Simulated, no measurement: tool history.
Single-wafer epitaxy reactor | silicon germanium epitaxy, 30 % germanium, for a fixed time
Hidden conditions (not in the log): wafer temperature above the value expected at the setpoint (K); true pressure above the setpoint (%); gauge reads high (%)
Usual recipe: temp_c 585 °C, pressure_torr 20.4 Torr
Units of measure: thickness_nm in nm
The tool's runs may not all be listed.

run,hour,temp_c,pressure_torr,wafers since the last listed run,hours since the last pyrometer calibration,hours since the last manometer calibration,hours since the showerhead was replaced,hours since the gauge calibration,"read-back reference wafer on the same gauge, thickness_nm",thickness_nm
1,0,585,20.4,0,1454.2,676.6,5420.7,614.6,40.456,44.516
2,15.5,585,20.4,317,1469.7,692.1,5436.2,630.1,40.448,44.434
3,42.9,585,20.4,560,1497.1,719.5,5463.6,657.5,40.396,44.525
4,72.7,585,20.4,609,1526.9,749.3,5493.4,687.3,40.314,44.291
5,85.4,585,20.4,259,1539.6,762,5506.1,700,40.286,44.378
6,111,578,24.3,523,1565.2,787.6,5531.7,725.6,40.228,41.454
# hour 134.7: gauge calibrated
# hour 138.9: showerhead replaced
7,146.1,585,20.4,554,1600.3,822.7,7.2,11.4,41.334,45.513
8,181.4,585,20.4,722,1635.6,858,42.5,46.7,41.332,45.347
9,207.9,576,18.2,542,1662.1,884.5,69,73.2,41.336,37.787
10,230.8,576,18.2,468,1685,907.4,91.9,96.1,41.325,37.873
11,261,576,18.2,617,1715.2,937.6,122.1,126.3,41.298,37.778
12,281.8,585,20.4,425,1736,958.4,142.9,147.1,41.297,45.381
13,296.6,596,24.8,302,1750.8,973.2,157.7,161.9,41.307,57.649
14,332.1,599,15.9,726,1786.3,1008.7,193.2,197.4,41.272,53.186
15,344.8,585,22.6,259,1799,1021.4,205.9,210.1,41.238,46.627
16,376.4,581,23.3,646,1830.6,1053,237.5,241.7,41.249,44.113
17,397.2,597,16,425,1851.4,1073.8,258.3,262.5,41.227,51.374
# hour 408.6: capacitance manometer re-zeroed and calibrated
18,425.7,571,20.4,419,1879.9,17.1,286.8,291,41.182,35.701
# hour 452.8: pyrometer calibrated
19,453.3,585,20.4,401,0.5,44.7,314.4,318.6,41.146,45.201
20,468,590,24.7,300,15.2,59.4,329.1,333.3,41.148,52.08
21,499,598,24.4,634,46.2,90.4,360.1,364.3,41.105,58.994
22,512.6,585,20.4,278,59.8,104,373.7,377.9,41.097,45.052
23,533.8,585,20.4,433,81,125.2,394.9,399.1,41.057,45.199
24,564.1,585,20.4,620,111.3,155.5,425.2,429.4,41.01,45.011
25,579.4,574,20.4,313,126.6,170.8,440.5,444.7,41.013,37.414
26,606.3,573,15.4,550,153.5,197.7,467.4,471.6,40.957,34.009
27,642.1,589,20.4,732,189.3,233.5,503.2,507.4,40.911,48.007
28,656.7,596,24.8,298,203.9,248.1,517.8,522,40.861,57.34
29,677.8,585,20.4,431,225,269.2,538.9,543.1,40.837,44.906
30,707.1,585,20.4,599,254.3,298.5,568.2,572.4,40.768,44.73
31,725.2,572,20.4,370,272.4,316.6,586.3,590.5,40.737,36.109
32,754.4,577,24.4,597,301.6,345.8,615.5,619.7,40.68,41.226
33,778.3,572,23.8,489,325.5,369.7,639.4,643.6,40.63,37.494
34,797.9,585,20.4,401,345.1,389.3,659,663.2,40.599,44.589
35,813.9,580,22.3,327,361.1,405.3,675,679.2,40.543,42.038
36,853.7,571,22.4,814,400.9,445.1,714.8,719,40.468,36.205

Hidden condition of the tool, last listed run before each entry between runs versus first listed run after:
From run 6 to run 7: gauge calibrated (hour 134.7); showerhead replaced (hour 138.9)
  gauge reads high (%): -2.58 -> 0.0719
  measured value less the no-hidden-state value, thickness_nm: -1.096 -> +0.033 nm
From run 17 to run 18: capacitance manometer re-zeroed and calibrated (hour 408.6)
  gauge reads high (%): -0.208 -> -0.272
  measured value less the no-hidden-state value, thickness_nm: -0.107 -> -0.097 nm
From run 18 to run 19: pyrometer calibrated (hour 452.8)
  gauge reads high (%): -0.272 -> -0.34
  measured value less the no-hidden-state value, thickness_nm: -0.097 -> -0.154 nm
